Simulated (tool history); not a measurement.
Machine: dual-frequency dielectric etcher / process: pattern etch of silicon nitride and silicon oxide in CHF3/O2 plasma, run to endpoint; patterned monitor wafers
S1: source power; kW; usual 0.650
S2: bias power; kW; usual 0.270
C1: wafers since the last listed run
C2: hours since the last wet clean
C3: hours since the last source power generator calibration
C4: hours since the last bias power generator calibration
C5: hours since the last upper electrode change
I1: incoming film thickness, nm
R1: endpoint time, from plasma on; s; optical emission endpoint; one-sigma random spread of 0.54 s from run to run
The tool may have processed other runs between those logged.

run,hour,S1,S2,C1,C2,C3,C4,C5,I1,R1
1,0.0,0.760,0.223,0,298.8,2657.4,1218.6,4955.1,313.3,181.6
2,70.5,0.740,0.270,325,369.3,2727.9,1289.1,5025.6,309.9,168.4
# hour 110.2: wet clean of the chamber
3,110.7,0.650,0.245,74,0.5,2768.1,1329.3,5065.8,309.1,185.3
4,137.3,0.650,0.245,122,27.1,2794.7,1355.9,5092.4,315.3,189.1
# hour 163.6: source power generator calibrated
5,164.1,0.650,0.248,105,53.9,0.5,1382.7,5119.2,307.7,182.7
6,188.2,0.650,0.248,111,78.0,24.6,1406.8,5143.3,312.0,184.4
7,204.8,0.650,0.248,76,94.6,41.2,1423.4,5159.9,311.8,185.2
8,220.8,0.650,0.270,73,110.6,57.2,1439.4,5175.9,310.2,179.2
# hour 260.4: upper electrode replaced
9,260.9,0.650,0.270,74,150.7,97.3,1479.5,0.5,310.0,178.6
10,271.7,0.650,0.270,49,161.5,108.1,1490.3,11.3,309.8,178.6
11,286.6,0.650,0.270,68,176.4,123.0,1505.2,26.2,305.9,176.0
12,351.3,0.650,0.299,298,241.1,187.7,1569.9,90.9,309.4,171.3
13,370.4,0.770,0.303,88,260.2,206.8,1589.0,110.0,311.5,162.6
14,391.5,0.800,0.325,97,281.3,227.9,1610.1,131.1,307.8,155.6
15,410.4,0.790,0.323,87,300.2,246.8,1629.0,150.0,312.4,158.4
16,434.7,0.650,0.270,112,324.5,271.1,1653.3,174.3,307.0,174.6
# hour 490.1: wet clean of the chamber
17,527.0,0.800,0.215,315,36.9,363.4,1745.6,266.6,307.5,180.5
# hour 545.5: bias power generator calibrated
18,546.7,0.650,0.270,72,56.6,383.1,1.2,286.3,308.5,176.1
19,565.2,0.650,0.270,85,75.1,401.6,19.7,304.8,311.8,177.8
20,599.5,0.800,0.246,158,109.4,435.9,54.0,339.1,309.6,170.6
21,620.1,0.540,0.329,95,130.0,456.5,74.6,359.7,311.2,173.7
22,672.8,0.650,0.270,243,182.7,509.2,127.3,412.4,310.8,175.9
23,693.1,0.740,0.322,93,203.0,529.5,147.6,432.7,308.5,157.7
24,721.1,0.790,0.300,129,231.0,557.5,175.6,460.7,313.2,161.1
25,748.9,0.650,0.234,128,258.8,585.3,203.4,488.5,313.5,186.0
26,765.3,0.540,0.314,75,275.2,601.7,219.8,504.9,310.9,174.9
27,798.4,0.490,0.297,152,308.3,634.8,252.9,538.0,306.7,179.8
28,826.5,0.650,0.270,129,336.4,662.9,281.0,566.1,309.5,174.1
# hour 851.3: wet clean of the chamber
29,895.7,0.540,0.297,208,44.4,732.1,350.2,635.3,312.1,182.0
30,930.9,0.650,0.313,162,79.6,767.3,385.4,670.5,309.5,169.5
31,962.5,0.550,0.321,145,111.2,798.9,417.0,702.1,309.8,175.1
32,995.7,0.600,0.223,153,144.4,832.1,450.2,735.3,311.7,195.4
33,1008.6,0.720,0.270,59,157.3,845.0,463.1,748.2,309.2,172.0
34,1022.8,0.590,0.331,65,171.5,859.2,477.3,762.4,313.8,171.6
35,1052.6,0.650,0.270,137,201.3,889.0,507.1,792.2,308.7,176.5

Forecast each of these 4 alternatives for the next run:
A,1053.1,0.650,0.270,2,201.8,889.5,507.6,792.7,313.0,?
B,1053.1,0.730,0.291,2,201.8,889.5,507.6,792.7,313.0,?
C,1053.1,0.650,0.319,2,201.8,889.5,507.6,792.7,313.0,?
D,1053.1,0.590,0.313,2,201.8,889.5,507.6,792.7,313.0,?

run,R1
A,179.2
B,169.1
C,169.1
D,174.8
The same runs, with their run-to-run variation unchanged, on a tool lacking any hidden condition would have given:
run,R1
A,180.2
B,170.0
C,170.0
D,175.6
